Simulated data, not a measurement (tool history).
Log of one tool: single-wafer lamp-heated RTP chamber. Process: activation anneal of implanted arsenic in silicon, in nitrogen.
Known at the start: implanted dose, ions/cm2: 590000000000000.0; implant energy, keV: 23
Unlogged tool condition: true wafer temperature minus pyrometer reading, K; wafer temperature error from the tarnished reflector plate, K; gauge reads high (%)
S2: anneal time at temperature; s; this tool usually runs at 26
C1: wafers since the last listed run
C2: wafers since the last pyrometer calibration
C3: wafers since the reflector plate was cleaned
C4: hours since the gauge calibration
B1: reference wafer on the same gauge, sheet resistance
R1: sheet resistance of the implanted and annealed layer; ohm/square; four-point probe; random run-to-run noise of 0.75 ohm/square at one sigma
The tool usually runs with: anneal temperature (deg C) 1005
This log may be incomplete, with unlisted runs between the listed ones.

run 1 hour=0 | anneal_temperature_(deg_C)=1005 S2=26 | C1=0 C2=8078 C3=375 C4=1276.1 | B1=183.97 | R1=167.18
run 2 hour=31.1 | anneal_temperature_(deg_C)=1005 S2=26 | C1=605 C2=8684 C3=981 C4=1307.2 | B1=184.14 | R1=167.59
run 3 hour=99 | anneal_temperature_(deg_C)=985 S2=26 | C1=1322 C2=10006 C3=2303 C4=1375.1 | B1=183.97 | R1=169.84
-- hour=164.3 pyrometer window cleaned and pyrometer calibrated
run 4 hour=250 | anneal_temperature_(deg_C)=1005 S2=26 | C1=2784 C2=1668 C3=5088 C4=1526.1 | B1=184.11 | R1=168.25
run 5 hour=321.8 | anneal_temperature_(deg_C)=1005 S2=26 | C1=1398 C2=3066 C3=6486 C4=1597.9 | B1=183.67 | R1=169.09
run 6 hour=376.2 | anneal_temperature_(deg_C)=983 S2=33 | C1=1059 C2=4126 C3=7546 C4=1652.3 | B1=184.06 | R1=170.13
run 7 hour=439 | anneal_temperature_(deg_C)=983 S2=33 | C1=1223 C2=5349 C3=8769 C4=1715.1 | B1=184.17 | R1=169.16
-- hour=491.6 reflector plate cleaned
run 8 hour=612.9 | anneal_temperature_(deg_C)=988 S2=26 | C1=3230 C2=8580 C3=2361 C4=1889 | B1=184.29 | R1=169.53
run 9 hour=640 | anneal_temperature_(deg_C)=988 S2=26 | C1=527 C2=9107 C3=2889 C4=1916.1 | B1=184.06 | R1=169.12
run 10 hour=690.2 | anneal_temperature_(deg_C)=988 S2=26 | C1=977 C2=10085 C3=3866 C4=1966.3 | B1=183.98 | R1=171.42
run 11 hour=741.2 | anneal_temperature_(deg_C)=996 S2=26 | C1=993 C2=11078 C3=4860 C4=2017.3 | B1=184.11 | R1=168.82
-- hour=779.5 pyrometer window cleaned and pyrometer calibrated
run 12 hour=803.9 | anneal_temperature_(deg_C)=996 S2=26 | C1=1065 C2=476 C3=5925 C4=2080 | B1=184.05 | R1=168.28
run 13 hour=866.1 | anneal_temperature_(deg_C)=986 S2=19 | C1=1211 C2=1687 C3=7136 C4=2142.2 | B1=183.94 | R1=171.58
run 14 hour=926.4 | anneal_temperature_(deg_C)=986 S2=19 | C1=1174 C2=2861 C3=8310 C4=2202.5 | B1=183.75 | R1=172.03
run 15 hour=1041.3 | anneal_temperature_(deg_C)=1014 S2=26 | C1=2237 C2=5099 C3=10548 C4=2317.4 | B1=184.11 | R1=166.44
run 16 hour=1067.4 | anneal_temperature_(deg_C)=993 S2=38 | C1=508 C2=5607 C3=11056 C4=2343.5 | B1=183.77 | R1=167.44
-- hour=1088.4 reflector plate cleaned
run 17 hour=1135.3 | anneal_temperature_(deg_C)=990 S2=26 | C1=1166 C2=6774 C3=914 C4=2411.4 | B1=184.02 | R1=168.97
run 18 hour=1165.9 | anneal_temperature_(deg_C)=1014 S2=12 | C1=595 C2=7370 C3=1510 C4=2442 | B1=183.88 | R1=170.72
run 19 hour=1224.4 | anneal_temperature_(deg_C)=1021 S2=31 | C1=1139 C2=8509 C3=2649 C4=2500.5 | B1=184.08 | R1=163.57
-- hour=1255.5 pyrometer window cleaned and pyrometer calibrated
run 20 hour=1285.9 | anneal_temperature_(deg_C)=1005 S2=26 | C1=1041 C2=591 C3=3691 C4=2562 | B1=183.99 | R1=168.24
run 21 hour=1342.8 | anneal_temperature_(deg_C)=992 S2=33 | C1=1108 C2=1699 C3=4799 C4=2618.9 | B1=183.88 | R1=168.36
run 22 hour=1380 | anneal_temperature_(deg_C)=1016 S2=31 | C1=724 C2=2423 C3=5523 C4=2656.1 | B1=183.99 | R1=165.15
-- hour=1410.6 gauge calibrated
run 23 hour=1582.8 | anneal_temperature_(deg_C)=1005 S2=26 | C1=3949 C2=6373 C3=9473 C4=172.2 | B1=184.21 | R1=167.62
run 24 hour=1608 | anneal_temperature_(deg_C)=978 S2=35 | C1=490 C2=6864 C3=9964 C4=197.4 | B1=184.25 | R1=168.88
run 25 hour=1670 | anneal_temperature_(deg_C)=1005 S2=14 | C1=1207 C2=8071 C3=11171 C4=259.4 | B1=184.12 | R1=170.27
-- hour=1696.5 reflector plate cleaned
run 26 hour=1711.3 | anneal_temperature_(deg_C)=1005 S2=26 | C1=648 C2=8720 C3=287 C4=300.7 | B1=183.88 | R1=166.2
-- hour=1731.4 pyrometer window cleaned and pyrometer calibrated
run 27 hour=1780.4 | anneal_temperature_(deg_C)=1005 S2=26 | C1=1189 C2=953 C3=1477 C4=369.8 | B1=183.85 | R1=167.53
run 28 hour=1831.7 | anneal_temperature_(deg_C)=984 S2=12 | C1=999 C2=1952 C3=2476 C4=421.1 | B1=183.92 | R1=172.26
run 29 hour=1891.8 | anneal_temperature_(deg_C)=1033 S2=42 | C1=1170 C2=3123 C3=3646 C4=481.2 | B1=184.19 | R1=161.35
run 30 hour=1934 | anneal_temperature_(deg_C)=1023 S2=19 | C1=821 C2=3945 C3=4468 C4=523.4 | B1=184.16 | R1=167.89
run 31 hour=1986.3 | anneal_temperature_(deg_C)=1025 S2=26 | C1=1018 C2=4963 C3=5487 C4=575.7 | B1=183.97 | R1=165.03
run 32 hour=2042 | anneal_temperature_(deg_C)=1027 S2=41 | C1=1084 C2=6048 C3=6571 C4=631.4 | B1=184.03 | R1=162.06
run 33 hour=2087.2 | anneal_temperature_(deg_C)=1022 S2=39 | C1=880 C2=6928 C3=7452 C4=676.6 | B1=184.18 | R1=162.6
run 34 hour=2151.6 | anneal_temperature_(deg_C)=1021 S2=11 | C1=1254 C2=8182 C3=8706 C4=741 | B1=184.21 | R1=170.14
-- hour=2198.2 pyrometer window cleaned and pyrometer calibrated
-- hour=2291 reflector plate cleaned
run 35 hour=2292.8 | anneal_temperature_(deg_C)=987 S2=11 | C1=2438 C2=1686 C3=34 C4=882.2 | B1=184.01 | R1=173.58
run 36 hour=2346 | anneal_temperature_(deg_C)=1005 S2=26 | C1=1036 C2=2722 C3=1070 C4=935.4 | B1=184.06 | R1=167.45

Entry by entry between the runs, the difference in hidden state between the last listed run before and the first listed run after:
In the gap between runs 3 and 4: pyrometer window cleaned and pyrometer calibrated (hour 164.3)
  nothing in the hidden state changes from one run to the other
In the gap between runs 7 and 8: reflector plate cleaned (hour 491.6)
  nothing in the hidden state changes from one run to the other
In the gap between runs 11 and 12: pyrometer window cleaned and pyrometer calibrated (hour 779.5)
  nothing in the hidden state changes from one run to the other
In the gap between runs 16 and 17: reflector plate cleaned (hour 1088.4)
  nothing in the hidden state changes from one run to the other
In the gap between runs 19 and 20: pyrometer window cleaned and pyrometer calibrated (hour 1255.5)
  nothing in the hidden state changes from one run to the other
In the gap between runs 22 and 23: gauge calibrated (hour 1410.6)
  nothing in the hidden state changes from one run to the other
In the gap between runs 25 and 26: reflector plate cleaned (hour 1696.5)
  nothing in the hidden state changes from one run to the other
In the gap between runs 26 and 27: pyrometer window cleaned and pyrometer calibrated (hour 1731.4)
  nothing in the hidden state changes from one run to the other
In the gap between runs 34 and 35: pyrometer window cleaned and pyrometer calibrated (hour 2198.2); reflector plate cleaned (hour 2291)
  nothing in the hidden state changes from one run to the other

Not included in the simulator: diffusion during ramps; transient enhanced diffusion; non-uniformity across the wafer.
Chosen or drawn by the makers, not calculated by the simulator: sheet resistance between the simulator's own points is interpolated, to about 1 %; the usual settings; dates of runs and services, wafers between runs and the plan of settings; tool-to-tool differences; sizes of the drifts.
